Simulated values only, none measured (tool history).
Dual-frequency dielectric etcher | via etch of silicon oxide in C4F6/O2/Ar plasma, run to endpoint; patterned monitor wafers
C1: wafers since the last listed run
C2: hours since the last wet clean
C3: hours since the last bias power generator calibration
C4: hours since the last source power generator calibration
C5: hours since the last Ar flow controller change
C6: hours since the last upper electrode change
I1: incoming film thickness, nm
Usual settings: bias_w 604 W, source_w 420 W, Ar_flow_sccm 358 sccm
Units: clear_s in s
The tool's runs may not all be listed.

Run 1, hour 0: usual settings but bias_w 719 W, source_w 340 W; C1 0; C2 375.3; C3 3247.8; C4 2021.2; C5 2886.9; C6 4370; I1 80.5. Result: clear_s 17.7 s.
Run 2, hour 28.7: usual settings but bias_w 564 W, Ar_flow_sccm 317 sccm; C1 457; C2 404; C3 3276.5; C4 2049.9; C5 2915.6; C6 4398.7; I1 80.8. Result: clear_s 17.3 s.
Run 3, hour 59.4: usual settings; C1 489; C2 434.7; C3 3307.2; C4 2080.6; C5 2946.3; C6 4429.4; I1 79.5. Result: clear_s 17.3 s.
Run 4, hour 89.6: usual settings; C1 481; C2 464.9; C3 3337.4; C4 2110.8; C5 2976.5; C6 4459.6; I1 80.5. Result: clear_s 17.6 s.
At hour 115.7: wet clean of the chamber.
Run 5, hour 116.2: usual settings; C1 41; C2 0.5; C3 3364; C4 2137.4; C5 3003.1; C6 4486.2; I1 79.9. Result: clear_s 16.6 s.
Run 6, hour 139.8: usual settings; C1 376; C2 24.1; C3 3387.6; C4 2161; C5 3026.7; C6 4509.8; I1 79.2. Result: clear_s 16.7 s.
Run 7, hour 159.5: usual settings but bias_w 699 W, source_w 470 W; C1 314; C2 43.8; C3 3407.3; C4 2180.7; C5 3046.4; C6 4529.5; I1 81.2. Result: clear_s 15.8 s.
Run 8, hour 185.2: usual settings but bias_w 699 W, source_w 470 W; C1 409; C2 69.5; C3 3433; C4 2206.4; C5 3072.1; C6 4555.2; I1 80.5. Result: clear_s 15.7 s.
At hour 207.3: bias power generator calibrated.
Run 9, hour 216.7: usual settings but bias_w 699 W, source_w 470 W; C1 438; C2 101; C3 9.4; C4 2237.9; C5 3103.6; C6 4586.7; I1 80.4. Result: clear_s 15.7 s.
Run 10, hour 236.9: usual settings; C1 322; C2 121.2; C3 29.6; C4 2258.1; C5 3123.8; C6 4606.9; I1 80.2. Result: clear_s 17 s.
Run 11, hour 251.4: usual settings but bias_w 561 W, source_w 370 W, Ar_flow_sccm 288 sccm; C1 231; C2 135.7; C3 44.1; C4 2272.6; C5 3138.3; C6 4621.4; I1 79.9. Result: clear_s 17.4 s.
Run 12, hour 287.2: usual settings but bias_w 486 W, source_w 390 W; C1 571; C2 171.5; C3 79.9; C4 2308.4; C5 3174.1; C6 4657.2; I1 79.9. Result: clear_s 18.5 s.
Run 13, hour 308.8: usual settings but bias_w 741 W, source_w 390 W, Ar_flow_sccm 278 sccm; C1 344; C2 193.1; C3 101.5; C4 2330; C5 3195.7; C6 4678.8; I1 79.7. Result: clear_s 15.8 s.
At hour 340.1: upper electrode replaced.
Run 14, hour 341.1: usual settings but bias_w 745 W, source_w 450 W, Ar_flow_sccm 392 sccm; C1 132; C2 225.4; C3 133.8; C4 2362.3; C5 3228; C6 1; I1 80. Result: clear_s 16.2 s.
Run 15, hour 369.6: usual settings but bias_w 754 W, source_w 470 W, Ar_flow_sccm 396 sccm; C1 454; C2 253.9; C3 162.3; C4 2390.8; C5 3256.5; C6 29.5; I1 80.6. Result: clear_s 15.9 s.
At hour 394.9: Ar flow controller replaced.
Run 16, hour 405.2: usual settings but source_w 500 W, Ar_flow_sccm 303 sccm; C1 472; C2 289.5; C3 197.9; C4 2426.4; C5 10.3; C6 65.1; I1 80.2. Result: clear_s 15.7 s.
Run 17, hour 444.3: usual settings but Ar_flow_sccm 293 sccm; C1 623; C2 328.6; C3 237; C4 2465.5; C5 49.4; C6 104.2; I1 79.9. Result: clear_s 16.8 s.
Run 18, hour 475.9: usual settings but bias_w 501 W; C1 504; C2 360.2; C3 268.6; C4 2497.1; C5 81; C6 135.8; I1 80.4. Result: clear_s 18.3 s.
At hour 481.2: source power generator calibrated.
Run 19, hour 498.3: usual settings but source_w 360 W; C1 293; C2 382.6; C3 291; C4 17.1; C5 103.4; C6 158.2; I1 79.5. Result: clear_s 18.2 s.
Run 20, hour 515.8: usual settings but source_w 480 W; C1 279; C2 400.1; C3 308.5; C4 34.6; C5 120.9; C6 175.7; I1 80.8. Result: clear_s 16.9 s.
At hour 562.9: wet clean of the chamber.
Run 21, hour 563.4: usual settings but bias_w 496 W, source_w 480 W; C1 376; C2 0.5; C3 356.1; C4 82.2; C5 168.5; C6 223.3; I1 80.8. Result: clear_s 16.7 s.
Run 22, hour 566.1: usual settings; C1 43; C2 3.2; C3 358.8; C4 84.9; C5 171.2; C6 226; I1 80.6. Result: clear_s 16.8 s.
Run 23, hour 588.8: usual settings but source_w 380 W; C1 362; C2 25.9; C3 381.5; C4 107.6; C5 193.9; C6 248.7; I1 80. Result: clear_s 17.4 s.
Run 24, hour 603.6: usual settings; C1 236; C2 40.7; C3 396.3; C4 122.4; C5 208.7; C6 263.5; I1 79.5. Result: clear_s 16.6 s.

Run 25 comes next. What will it give?
Run 25, hour 620: usual settings; C1 261; C2 57.1; C3 412.7; C4 138.8; C5 225.1; C6 279.9; I1 80.2. Result: clear_s ?.

{"run 25": {"clear_s": 16.7}}
Without the tool's hidden state the same run would have given clear_s 16.6 s.
